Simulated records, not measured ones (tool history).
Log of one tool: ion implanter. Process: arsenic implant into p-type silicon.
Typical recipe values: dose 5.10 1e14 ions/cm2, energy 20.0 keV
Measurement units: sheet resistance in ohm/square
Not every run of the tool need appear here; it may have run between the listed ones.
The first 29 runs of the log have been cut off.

| run | hour | dose | energy | read-back reference wafer on the same gauge, sheet resistance | sheet resistance |
|---|---|---|---|---|---|
| 30 | 474.2 | 3.77 | 16.0 | 157.54 | 248.47 |
| 31 | 489.9 | 5.10 | 15.0 | 157.82 | 203.84 |
| 32 | 502.8 | 5.10 | 20.0 | 158.20 | 194.87 |
| 33 | 552.2 | 5.10 | 20.0 | 158.07 | 193.59 |
|  | 565.7 | gauge calibrated |
| 34 | 568.9 | 4.15 | 17.0 | 158.53 | 229.55 |
| 35 | 581.4 | 5.10 | 20.0 | 158.04 | 194.68 |
| 36 | 590.6 | 4.26 | 20.0 | 157.79 | 220.66 |
| 37 | 614.1 | 3.74 | 27.0 | 157.98 | 230.58 |
| 38 | 622.7 | 5.10 | 16.5 | 158.53 | 201.43 |

Here are 3 independent what-if runs from the current tool condition. What would each one return?
| A | 623.1 | 5.10 | 14.5 | ? | ? |
| B | 623.1 | 4.54 | 17.0 | ? | ? |
| C | 623.1 | 6.26 | 22.5 | ? | ? |

| run | read-back reference wafer on the same gauge, sheet resistance | sheet resistance |
|---|---|---|
| A | 157.97 | 203.78 |
| B | 157.97 | 215.81 |
| C | 157.97 | 166.18 |
Without the tool's hidden state the same runs would have given:
| run | sheet resistance |
|---|---|
| A | 203.78 |
| B | 215.81 |
| C | 166.18 |
